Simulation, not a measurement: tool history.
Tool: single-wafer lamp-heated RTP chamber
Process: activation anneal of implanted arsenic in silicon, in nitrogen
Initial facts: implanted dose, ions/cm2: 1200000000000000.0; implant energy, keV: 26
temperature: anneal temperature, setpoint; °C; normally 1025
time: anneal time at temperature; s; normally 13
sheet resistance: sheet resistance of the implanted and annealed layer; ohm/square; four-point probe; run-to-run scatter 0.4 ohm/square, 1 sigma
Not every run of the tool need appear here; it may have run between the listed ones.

run	hour	temperature	time	read-back reference wafer on the same gauge, sheet resistance	sheet resistance
1	0.0	1025	13	116.13	101.73
2	98.8	1025	13	116.50	103.05
3	189.6	1025	13	116.78	102.31
4	292.9	1025	13	117.37	102.64
5	375.1	1025	13	112.20	98.99
6	465.5	1025	13	112.20	98.53
7	515.4	1040	17	112.20	95.06
8	613.8	1040	17	112.20	94.04
9	653.3	1025	13	112.25	98.41
10	718.0	1025	13	112.32	99.04
11	824.0	1025	13	112.36	98.35
12	871.3	1025	13	112.45	99.32
13	940.9	1025	13	112.59	99.72
14	1045.3	1025	18	112.58	96.70
15	1141.6	1025	13	112.84	98.85
16	1243.6	1025	13	112.99	99.15
17	1424.9	1045	20	113.36	93.00
18	1482.8	1046	18	113.52	94.43
19	1550.7	1044	9	113.62	99.85
20	1653.6	1043	7	113.94	101.10
21	1726.7	1047	9	114.10	99.44
22	1800.4	1045	11	114.37	98.89
23	1845.9	1011	10	114.43	104.47
24	1942.3	1034	16	114.81	97.82
25	2046.6	1045	16	115.04	96.12
26	2148.5	1052	15	113.30	94.64
27	2196.4	1002	10	113.23	105.75
28	2289.6	1025	13	113.19	99.62
29	2380.1	1025	13	113.28	100.28
30	2476.4	1025	13	113.46	99.47
31	2560.1	1025	13	113.50	100.38
32	2669.5	1042	16	113.55	95.56
33	2715.5	1041	7	113.66	100.82
34	2806.6	1039	17	113.69	96.21
35	2907.2	1025	13	113.96	100.63
36	2993.9	1025	13	114.12	100.29

Missing from the log above: 10 entries noted between runs. For each, name the pair of listed runs it sits between and say how the tool's hidden condition differs from the listed run just before to the listed run just after:
After run 1, before run 2: reflector plate cleaned (hour 19.4)
  gauge reads high (%): 3.04 -> 3.37
  measured less the result without the state, sheet resistance: +3.00 -> +3.36 ohm/square
After run 4, before run 5: gauge calibrated (hour 361.9)
  gauge reads high (%): 4.08 -> -0.486
  measured less the result without the state, sheet resistance: +4.02 -> -0.48 ohm/square
After run 5, before run 6: pyrometer window cleaned and pyrometer calibrated (hour 447.4)
  gauge reads high (%): -0.486 -> -0.476
  measured less the result without the state, sheet resistance: -0.48 -> -0.47 ohm/square
After run 10, before run 11: reflector plate cleaned (hour 787.5)
  gauge reads high (%): -0.368 -> -0.287
  measured less the result without the state, sheet resistance: -0.37 -> -0.28 ohm/square
After run 14, before run 15: pyrometer window cleaned and pyrometer calibrated (hour 1091.8)
  gauge reads high (%): -0.0503 -> 0.0812
  measured less the result without the state, sheet resistance: -0.05 -> +0.08 ohm/square
After run 19, before run 20: reflector plate cleaned (hour 1577.4)
  gauge reads high (%): 0.832 -> 1.07
  measured less the result without the state, sheet resistance: +0.83 -> +1.07 ohm/square
After run 23, before run 24: pyrometer window cleaned and pyrometer calibrated (hour 1889.1)
  gauge reads high (%): 1.57 -> 1.84
  measured less the result without the state, sheet resistance: +1.61 -> +1.77 ohm/square
After run 25, before run 26: gauge calibrated (hour 2109.0)
  gauge reads high (%): 2.16 -> 0.488
  measured less the result without the state, sheet resistance: +2.03 -> +0.46 ohm/square
After run 29, before run 30: reflector plate cleaned (hour 2403.0)
  gauge reads high (%): 0.555 -> 0.613
  measured less the result without the state, sheet resistance: +0.55 -> +0.61 ohm/square
After run 32, before run 33: pyrometer window cleaned and pyrometer calibrated (hour 2678.7)
  gauge reads high (%): 0.78 -> 0.83
  measured less the result without the state, sheet resistance: +0.74 -> +0.83 ohm/square
